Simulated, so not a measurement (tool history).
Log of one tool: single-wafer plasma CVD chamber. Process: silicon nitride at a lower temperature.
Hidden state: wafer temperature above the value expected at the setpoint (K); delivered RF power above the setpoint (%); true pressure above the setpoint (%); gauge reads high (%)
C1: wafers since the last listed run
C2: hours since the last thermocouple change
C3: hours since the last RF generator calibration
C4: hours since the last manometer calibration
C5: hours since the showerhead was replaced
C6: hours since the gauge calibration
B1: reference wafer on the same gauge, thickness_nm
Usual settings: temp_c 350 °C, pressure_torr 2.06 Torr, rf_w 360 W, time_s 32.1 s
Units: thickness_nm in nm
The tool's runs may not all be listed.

Run 1, hour 0.0: usual settings but time_s 33.4 s; C1 0; C2 442.6; C3 189.3; C4 1770.1; C5 6669.9; C6 3512.9; B1 43.286. Result: thickness_nm 48.023 nm.
Run 2, hour 55.1: usual settings but time_s 33.4 s; C1 1053; C2 497.7; C3 244.4; C4 1825.2; C5 6725.0; C6 3568.0; B1 43.216. Result: thickness_nm 48.046 nm.
Run 3, hour 115.9: usual settings but temp_c 342 °C; C1 1162; C2 558.5; C3 305.2; C4 1886.0; C5 6785.8; C6 3628.8; B1 43.258. Result: thickness_nm 45.720 nm.
Run 4, hour 205.6: usual settings but temp_c 342 °C; C1 1714; C2 648.2; C3 394.9; C4 1975.7; C5 6875.5; C6 3718.5; B1 43.226. Result: thickness_nm 45.825 nm.
Run 5, hour 272.6: usual settings but time_s 26.2 s; C1 1280; C2 715.2; C3 461.9; C4 2042.7; C5 6942.5; C6 3785.5; B1 43.213. Result: thickness_nm 37.077 nm.
Run 6, hour 351.0: usual settings but temp_c 362 °C, pressure_torr 1.71 Torr, rf_w 410 W; C1 1498; C2 793.6; C3 540.3; C4 2121.1; C5 7020.9; C6 3863.9; B1 43.202. Result: thickness_nm 46.243 nm.
At hour 466.7: gauge calibrated.
At hour 497.5: thermocouple changed; heater temperature recalibrated.
At hour 533.6: showerhead replaced.
Run 7, hour 624.4: usual settings but time_s 30.3 s; C1 4921; C2 126.9; C3 813.7; C4 2394.5; C5 90.8; C6 157.7; B1 43.176. Result: thickness_nm 42.259 nm.
Run 8, hour 671.6: usual settings; C1 902; C2 174.1; C3 860.9; C4 2441.7; C5 138.0; C6 204.9; B1 43.174. Result: thickness_nm 44.501 nm.
Run 9, hour 769.9: usual settings; C1 1879; C2 272.4; C3 959.2; C4 2540.0; C5 236.3; C6 303.2; B1 43.230. Result: thickness_nm 44.352 nm.
Run 10, hour 813.8: usual settings but rf_w 415 W; C1 839; C2 316.3; C3 1003.1; C4 2583.9; C5 280.2; C6 347.1; B1 43.128. Result: thickness_nm 49.134 nm.
Run 11, hour 918.9: usual settings; C1 2009; C2 421.4; C3 1108.2; C4 2689.0; C5 385.3; C6 452.2; B1 43.153. Result: thickness_nm 44.436 nm.
Run 12, hour 1002.2: usual settings but pressure_torr 2.23 Torr; C1 1592; C2 504.7; C3 1191.5; C4 2772.3; C5 468.6; C6 535.5; B1 43.158. Result: thickness_nm 46.182 nm.
At hour 1016.6: capacitance manometer re-zeroed and calibrated.
Run 13, hour 1096.6: usual settings; C1 1651; C2 599.1; C3 1285.9; C4 80.0; C5 563.0; C6 629.9; B1 43.210. Result: thickness_nm 44.636 nm.
Run 14, hour 1166.5: usual settings but pressure_torr 2.23 Torr; C1 1336; C2 669.0; C3 1355.8; C4 149.9; C5 632.9; C6 699.8; B1 43.169. Result: thickness_nm 45.318 nm.
Run 15, hour 1269.0: usual settings; C1 1959; C2 771.5; C3 1458.3; C4 252.4; C5 735.4; C6 802.3; B1 43.273. Result: thickness_nm 43.941 nm.
Run 16, hour 1327.7: usual settings but pressure_torr 1.57 Torr; C1 1122; C2 830.2; C3 1517.0; C4 311.1; C5 794.1; C6 861.0; B1 43.182. Result: thickness_nm 40.435 nm.
At hour 1439.9: thermocouple changed; heater temperature recalibrated.
Run 17, hour 1529.0: usual settings but time_s 35.5 s; C1 3695; C2 89.1; C3 1718.3; C4 512.4; C5 995.4; C6 1062.3; B1 43.228. Result: thickness_nm 49.186 nm.
Run 18, hour 1576.8: usual settings; C1 913; C2 136.9; C3 1766.1; C4 560.2; C5 1043.2; C6 1110.1; B1 43.186. Result: thickness_nm 44.073 nm.
Run 19, hour 1627.0: usual settings; C1 959; C2 187.1; C3 1816.3; C4 610.4; C5 1093.4; C6 1160.3; B1 43.142. Result: thickness_nm 44.704 nm.
Run 20, hour 1723.6: usual settings but temp_c 359 °C, pressure_torr 1.71 Torr, time_s 29.3 s; C1 1846; C2 283.7; C3 1912.9; C4 707.0; C5 1190.0; C6 1256.9; B1 43.231. Result: thickness_nm 38.128 nm.
Run 21, hour 1800.6: usual settings but rf_w 320 W, time_s 36.7 s; C1 1472; C2 360.7; C3 1989.9; C4 784.0; C5 1267.0; C6 1333.9; B1 43.181. Result: thickness_nm 46.676 nm.
Run 22, hour 1839.0: usual settings; C1 734; C2 399.1; C3 2028.3; C4 822.4; C5 1305.4; C6 1372.3; B1 43.217. Result: thickness_nm 44.119 nm.
Run 23, hour 1928.2: usual settings but pressure_torr 2.20 Torr, time_s 35.7 s; C1 1705; C2 488.3; C3 2117.5; C4 911.6; C5 1394.6; C6 1461.5; B1 43.265. Result: thickness_nm 50.245 nm.
Run 24, hour 1975.6: usual settings; C1 906; C2 535.7; C3 2164.9; C4 959.0; C5 1442.0; C6 1508.9; B1 43.196. Result: thickness_nm 43.961 nm.
Run 25, hour 2076.4: usual settings but temp_c 337 °C, pressure_torr 2.24 Torr, rf_w 290 W, time_s 28.8 s; C1 1927; C2 636.5; C3 2265.7; C4 1059.8; C5 1542.8; C6 1609.7; B1 43.214. Result: thickness_nm 35.320 nm.
Run 26, hour 2190.2: usual settings but temp_c 336 °C, pressure_torr 2.32 Torr, rf_w 335 W; C1 2175; C2 750.3; C3 2379.5; C4 1173.6; C5 1656.6; C6 1723.5; B1 43.193. Result: thickness_nm 43.933 nm.
At hour 2256.8: RF generator calibrated.
Run 27, hour 2293.6: usual settings but temp_c 342 °C, rf_w 310 W; C1 1823; C2 853.7; C3 36.8; C4 1277.0; C5 1760.0; C6 1826.9; B1 43.198. Result: thickness_nm 41.897 nm.

How the hidden state differs across the entries between the runs, from the last listed run before each to the first after it:
Between runs 6 and 7: gauge calibrated (hour 466.7); thermocouple changed; heater temperature recalibrated (hour 497.5); showerhead replaced (hour 533.6)
  delivered RF power above the setpoint (%): -4.21 -> -5.44
  measured less the result without the state, thickness_nm: -1.224 -> -1.563 nm
Between runs 12 and 13: capacitance manometer re-zeroed and calibrated (hour 1016.6)
  delivered RF power above the setpoint (%): -6.6 -> -6.81
  measured less the result without the state, thickness_nm: -2.092 -> -2.092 nm
Between runs 16 and 17: thermocouple changed; heater temperature recalibrated (hour 1439.9)
  delivered RF power above the setpoint (%): -7.24 -> -7.53
  measured less the result without the state, thickness_nm: -2.022 -> -2.564 nm
Between runs 26 and 27: RF generator calibrated (hour 2256.8)
  delivered RF power above the setpoint (%): -8.1 -> -1.19
  measured less the result without the state, thickness_nm: -2.565 -> -0.340 nm
